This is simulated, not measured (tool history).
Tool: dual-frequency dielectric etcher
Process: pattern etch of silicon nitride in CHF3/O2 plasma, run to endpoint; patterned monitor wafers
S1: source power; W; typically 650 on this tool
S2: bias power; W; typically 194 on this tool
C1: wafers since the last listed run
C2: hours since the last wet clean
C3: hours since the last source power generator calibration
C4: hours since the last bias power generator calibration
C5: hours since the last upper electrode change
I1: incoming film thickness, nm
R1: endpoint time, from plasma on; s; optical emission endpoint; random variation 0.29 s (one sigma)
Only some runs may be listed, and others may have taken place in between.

Run 1, hour 0: usual settings but S2 227 W; C1 0; C2 237.2; C3 3983.4; C4 2042.3; C5 4129.7; I1 52.9. Result: R1 35.6 s.
Run 2, hour 17.4: usual settings; C1 162; C2 254.6; C3 4000.8; C4 2059.7; C5 4147.1; I1 54. Result: R1 37.9 s.
Run 3, hour 47.9: usual settings; C1 284; C2 285.1; C3 4031.3; C4 2090.2; C5 4177.6; I1 53.6. Result: R1 37 s.
Run 4, hour 65.9: usual settings; C1 168; C2 303.1; C3 4049.3; C4 2108.2; C5 4195.6; I1 54.1. Result: R1 38.2 s.
Run 5, hour 95.1: usual settings; C1 272; C2 332.3; C3 4078.5; C4 2137.4; C5 4224.8; I1 53.4. Result: R1 36.8 s.
Run 6, hour 120.1: usual settings; C1 233; C2 357.3; C3 4103.5; C4 2162.4; C5 4249.8; I1 53.5. Result: R1 37.1 s.
Run 7, hour 141.9: usual settings; C1 203; C2 379.1; C3 4125.3; C4 2184.2; C5 4271.6; I1 53.9. Result: R1 37.6 s.
Run 8, hour 174.2: usual settings; C1 301; C2 411.4; C3 4157.6; C4 2216.5; C5 4303.9; I1 53.8. Result: R1 37.9 s.
Run 9, hour 189.9: usual settings; C1 146; C2 427.1; C3 4173.3; C4 2232.2; C5 4319.6; I1 53.3. Result: R1 37.1 s.
Run 10, hour 224.2: usual settings; C1 320; C2 461.4; C3 4207.6; C4 2266.5; C5 4353.9; I1 53.7. Result: R1 37.5 s.
Run 11, hour 255.5: usual settings; C1 292; C2 492.7; C3 4238.9; C4 2297.8; C5 4385.2; I1 54. Result: R1 38.1 s.
At hour 265.6: bias power generator calibrated.
Run 12, hour 268.3: usual settings; C1 82; C2 505.5; C3 4251.7; C4 2.7; C5 4398; I1 53.7. Result: R1 37.7 s.
Run 13, hour 295: usual settings; C1 249; C2 532.2; C3 4278.4; C4 29.4; C5 4424.7; I1 53.6. Result: R1 37.7 s.
At hour 322.1: upper electrode replaced.
At hour 339: wet clean of the chamber.
At hour 339.4: source power generator calibrated.
Run 14, hour 339.9: usual settings; C1 33; C2 0.9; C3 0.5; C4 74.3; C5 17.8; I1 53.7. Result: R1 37.2 s.
Run 15, hour 340.3: usual settings but S1 550 W, S2 235 W; C1 3; C2 1.3; C3 0.9; C4 74.7; C5 18.2; I1 53.2. Result: R1 37.1 s.
Run 16, hour 355.3: usual settings; C1 140; C2 16.3; C3 15.9; C4 89.7; C5 33.2; I1 53.3. Result: R1 37.3 s.

Run 17 comes next. What will it give?
Run 17, hour 390.8: usual settings but S1 520 W, S2 146 W; C1 331; C2 51.8; C3 51.4; C4 125.2; C5 68.7; I1 54. Result: R1 ?.

For run 17 the tool returned R1 44.3 s.
Were there no unlogged condition in the tool, this run, its random variation unchanged, would have produced R1 44.3 s.

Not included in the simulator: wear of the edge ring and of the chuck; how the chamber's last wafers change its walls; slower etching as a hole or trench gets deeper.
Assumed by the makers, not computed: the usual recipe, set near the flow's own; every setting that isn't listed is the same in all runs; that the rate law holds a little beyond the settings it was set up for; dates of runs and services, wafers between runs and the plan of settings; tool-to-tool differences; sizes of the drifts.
